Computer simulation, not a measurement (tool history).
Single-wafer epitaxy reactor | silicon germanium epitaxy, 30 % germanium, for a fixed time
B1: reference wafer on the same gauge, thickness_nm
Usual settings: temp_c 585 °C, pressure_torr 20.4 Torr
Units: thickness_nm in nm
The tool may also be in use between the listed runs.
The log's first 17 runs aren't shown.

{"day": 17.025, "done": "capacitance manometer re-zeroed and calibrated"}
{"run": 18, "day": 17.738, "temp_c": 571, "pressure_torr": 20.4, "B1": 41.182, "thickness_nm": 35.701}
{"day": 18.867, "done": "pyrometer calibrated"}
{"run": 19, "day": 18.888, "temp_c": 585, "pressure_torr": 20.4, "B1": 41.146, "thickness_nm": 45.201}
{"run": 20, "day": 19.5, "temp_c": 590, "pressure_torr": 24.7, "B1": 41.148, "thickness_nm": 52.08}
{"run": 21, "day": 20.792, "temp_c": 598, "pressure_torr": 24.4, "B1": 41.105, "thickness_nm": 58.994}
{"run": 22, "day": 21.358, "temp_c": 585, "pressure_torr": 20.4, "B1": 41.097, "thickness_nm": 45.052}
{"run": 23, "day": 22.242, "temp_c": 585, "pressure_torr": 20.4, "B1": 41.057, "thickness_nm": 45.199}
{"run": 24, "day": 23.504, "temp_c": 585, "pressure_torr": 20.4, "B1": 41.01, "thickness_nm": 45.011}
{"run": 25, "day": 24.142, "temp_c": 574, "pressure_torr": 20.4, "B1": 41.013, "thickness_nm": 37.414}
{"run": 26, "day": 25.262, "temp_c": 573, "pressure_torr": 15.4, "B1": 40.957, "thickness_nm": 34.009}
{"run": 27, "day": 26.754, "temp_c": 589, "pressure_torr": 20.4, "B1": 40.911, "thickness_nm": 48.007}
{"run": 28, "day": 27.362, "temp_c": 596, "pressure_torr": 24.8, "B1": 40.861, "thickness_nm": 57.34}
{"run": 29, "day": 28.242, "temp_c": 585, "pressure_torr": 20.4, "B1": 40.837, "thickness_nm": 44.906}
{"run": 30, "day": 29.462, "temp_c": 585, "pressure_torr": 20.4, "B1": 40.768, "thickness_nm": 44.73}
{"run": 31, "day": 30.217, "temp_c": 572, "pressure_torr": 20.4, "B1": 40.737, "thickness_nm": 36.109}
{"run": 32, "day": 31.433, "temp_c": 577, "pressure_torr": 24.4, "B1": 40.68, "thickness_nm": 41.226}
{"run": 33, "day": 32.429, "temp_c": 572, "pressure_torr": 23.8, "B1": 40.63, "thickness_nm": 37.494}
{"run": 34, "day": 33.246, "temp_c": 585, "pressure_torr": 20.4, "B1": 40.599, "thickness_nm": 44.589}
{"run": 35, "day": 33.912, "temp_c": 580, "pressure_torr": 22.3, "B1": 40.543, "thickness_nm": 42.038}
{"run": 36, "day": 35.571, "temp_c": 571, "pressure_torr": 22.4, "B1": 40.468, "thickness_nm": 36.205}

3 ways to go on from here, each from the tool as it stands after run 36. What would each give?
{"run": "A", "day": 35.588, "temp_c": 585, "pressure_torr": 20.4, "B1": "?", "thickness_nm": "?"}
{"run": "B", "day": 35.588, "temp_c": 593, "pressure_torr": 17.4, "B1": "?", "thickness_nm": "?"}
{"run": "C", "day": 35.588, "temp_c": 576, "pressure_torr": 24.9, "B1": "?", "thickness_nm": "?"}

run=A B1=40.463 thickness_nm=44.539
run=B B1=40.463 thickness_nm=48.6
run=C B1=40.463 thickness_nm=40.618
Without the tool's hidden state the same runs would have given:
run=A thickness_nm=45.462
run=B thickness_nm=49.607
run=C thickness_nm=41.459
